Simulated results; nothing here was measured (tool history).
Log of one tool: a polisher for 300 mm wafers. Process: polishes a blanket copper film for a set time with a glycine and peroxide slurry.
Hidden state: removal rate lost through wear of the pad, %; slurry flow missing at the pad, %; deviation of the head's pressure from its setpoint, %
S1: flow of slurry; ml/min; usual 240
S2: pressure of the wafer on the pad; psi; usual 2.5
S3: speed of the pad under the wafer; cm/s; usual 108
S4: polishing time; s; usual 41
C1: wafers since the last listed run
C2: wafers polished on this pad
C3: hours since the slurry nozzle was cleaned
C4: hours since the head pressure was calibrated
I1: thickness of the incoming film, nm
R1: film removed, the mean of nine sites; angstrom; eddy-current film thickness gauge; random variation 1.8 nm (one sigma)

run 1 hour=0.0 | S1=240 S2=2.5 S3=108 S4=41 | C1=0 C2=878 C3=371.7 C4=1218.0 | I1=1796.3 | R1=1928
run 2 hour=18.4 | S1=240 S2=2.5 S3=108 S4=41 | C1=229 C2=1108 C3=390.1 C4=1236.4 | I1=1818.2 | R1=1935
run 3 hour=26.6 | S1=240 S2=2.5 S3=108 S4=41 | C1=102 C2=1211 C3=398.3 C4=1244.6 | I1=1818.5 | R1=1892
-- hour=34.0 worn pad replaced by a new one
run 4 hour=35.9 | S1=240 S2=2.5 S3=108 S4=41 | C1=66 C2=23 C3=407.6 C4=1253.9 | I1=1837.3 | R1=1889
run 5 hour=43.7 | S1=240 S2=3.1 S3=108 S4=41 | C1=97 C2=121 C3=415.4 C4=1261.7 | I1=1844.7 | R1=2293
run 6 hour=54.3 | S1=240 S2=3.1 S3=108 S4=41 | C1=132 C2=253 C3=426.0 C4=1272.3 | I1=1835.7 | R1=2301
run 7 hour=68.8 | S1=175 S2=2.5 S3=108 S4=41 | C1=181 C2=435 C3=440.5 C4=1286.8 | I1=1803.5 | R1=1820
run 8 hour=77.4 | S1=175 S2=2.5 S3=108 S4=41 | C1=107 C2=542 C3=449.1 C4=1295.4 | I1=1795.5 | R1=1806
run 9 hour=83.8 | S1=240 S2=2.5 S3=108 S4=41 | C1=79 C2=622 C3=455.5 C4=1301.8 | I1=1801.2 | R1=1915
run 10 hour=90.6 | S1=240 S2=2.5 S3=108 S4=41 | C1=84 C2=707 C3=462.3 C4=1308.6 | I1=1795.1 | R1=1921
run 11 hour=102.3 | S1=240 S2=2.5 S3=108 S4=41 | C1=146 C2=853 C3=474.0 C4=1320.3 | I1=1829.4 | R1=1920
run 12 hour=117.4 | S1=240 S2=2.5 S3=108 S4=41 | C1=188 C2=1042 C3=489.1 C4=1335.4 | I1=1802.3 | R1=1870
-- hour=127.3 worn pad replaced by a new one
run 13 hour=133.2 | S1=180 S2=2.9 S3=108 S4=41 | C1=147 C2=74 C3=504.9 C4=1351.2 | I1=1846.3 | R1=2044
run 14 hour=147.0 | S1=240 S2=2.5 S3=108 S4=41 | C1=172 C2=246 C3=518.7 C4=1365.0 | I1=1848.2 | R1=1909
run 15 hour=153.4 | S1=240 S2=2.5 S3=108 S4=41 | C1=79 C2=326 C3=525.1 C4=1371.4 | I1=1807.2 | R1=1898
run 16 hour=159.7 | S1=240 S2=2.5 S3=130 S4=41 | C1=78 C2=405 C3=531.4 C4=1377.7 | I1=1801.7 | R1=2226
run 17 hour=168.6 | S1=240 S2=2.5 S3=130 S4=41 | C1=111 C2=516 C3=540.3 C4=1386.6 | I1=1814.9 | R1=2154
run 18 hour=181.9 | S1=240 S2=2.5 S3=108 S4=41 | C1=166 C2=682 C3=553.6 C4=1399.9 | I1=1817.1 | R1=1900
run 19 hour=191.5 | S1=240 S2=2.5 S3=108 S4=52 | C1=119 C2=802 C3=563.2 C4=1409.5 | I1=1835.8 | R1=2383
run 20 hour=198.4 | S1=305 S2=2.5 S3=108 S4=41 | C1=86 C2=888 C3=570.1 C4=1416.4 | I1=1843.4 | R1=1962
run 21 hour=207.4 | S1=175 S2=2.5 S3=108 S4=41 | C1=112 C2=1001 C3=579.1 C4=1425.4 | I1=1806.9 | R1=1802
-- hour=216.8 worn pad replaced by a new one
-- hour=224.5 slurry nozzle cleaned
run 22 hour=225.0 | S1=240 S2=2.5 S3=108 S4=41 | C1=157 C2=89 C3=0.5 C4=1443.0 | I1=1856.3 | R1=1855
run 23 hour=234.8 | S1=175 S2=2.5 S3=108 S4=41 | C1=122 C2=211 C3=10.3 C4=1452.8 | I1=1801.3 | R1=1783
run 24 hour=242.7 | S1=240 S2=2.5 S3=108 S4=41 | C1=98 C2=310 C3=18.2 C4=1460.7 | I1=1817.8 | R1=1872
run 25 hour=257.6 | S1=240 S2=2.5 S3=108 S4=47 | C1=186 C2=496 C3=33.1 C4=1475.6 | I1=1804.5 | R1=2158
run 26 hour=271.6 | S1=180 S2=1.8 S3=92 S4=28 | C1=174 C2=671 C3=47.1 C4=1489.6 | I1=1821.1 | R1=845
run 27 hour=284.8 | S1=275 S2=2.1 S3=132 S4=35 | C1=164 C2=836 C3=60.3 C4=1502.8 | I1=1835.7 | R1=1645
run 28 hour=299.3 | S1=240 S2=2.5 S3=138 S4=46 | C1=181 C2=1017 C3=74.8 C4=1517.3 | I1=1830.1 | R1=2600
run 29 hour=312.1 | S1=280 S2=2.2 S3=120 S4=47 | C1=159 C2=1177 C3=87.6 C4=1530.1 | I1=1830.6 | R1=2144
-- hour=317.7 worn pad replaced by a new one
run 30 hour=325.9 | S1=240 S2=2.5 S3=108 S4=28 | C1=122 C2=102 C3=101.4 C4=1543.9 | I1=1806.0 | R1=1275
run 31 hour=354.6 | S1=180 S2=2.5 S3=108 S4=41 | C1=358 C2=461 C3=130.1 C4=1572.6 | I1=1836.1 | R1=1777
-- hour=359.2 head pressure recalibrated
run 32 hour=365.9 | S1=240 S2=2.5 S3=108 S4=41 | C1=116 C2=577 C3=141.4 C4=6.7 | I1=1821.7 | R1=2091
run 33 hour=382.4 | S1=265 S2=2.2 S3=82 S4=47 | C1=206 C2=783 C3=157.9 C4=23.2 | I1=1839.4 | R1=1754
run 34 hour=392.4 | S1=240 S2=2.5 S3=108 S4=41 | C1=124 C2=908 C3=167.9 C4=33.2 | I1=1812.1 | R1=2086
run 35 hour=406.5 | S1=175 S2=3.2 S3=98 S4=36 | C1=176 C2=1084 C3=182.0 C4=47.3 | I1=1796.0 | R1=1993
-- hour=417.5 worn pad replaced by a new one
run 36 hour=422.8 | S1=240 S2=2.5 S3=108 S4=41 | C1=153 C2=65 C3=198.3 C4=63.6 | I1=1805.8 | R1=2082
run 37 hour=475.4 | S1=290 S2=2.5 S3=108 S4=51 | C1=657 C2=723 C3=250.9 C4=116.2 | I1=1817.2 | R1=2637

Forecast each of these 3 alternatives for the next run:
run A hour=475.8 | S1=240 S2=2.5 S3=108 S4=41 | C1=4 C2=728 C3=251.3 C4=116.6 | I1=1802.4 | R1=?
run B hour=475.8 | S1=240 S2=2.5 S3=108 S4=31 | C1=4 C2=728 C3=251.3 C4=116.6 | I1=1802.4 | R1=?
run C hour=475.8 | S1=240 S2=2.2 S3=108 S4=41 | C1=4 C2=728 C3=251.3 C4=116.6 | I1=1802.4 | R1=?

run=A R1=2065
run=B R1=1562
run=C R1=1862
Without the tool's hidden state the same runs would have given:
run=A R1=2069
run=B R1=1564
run=C R1=1865

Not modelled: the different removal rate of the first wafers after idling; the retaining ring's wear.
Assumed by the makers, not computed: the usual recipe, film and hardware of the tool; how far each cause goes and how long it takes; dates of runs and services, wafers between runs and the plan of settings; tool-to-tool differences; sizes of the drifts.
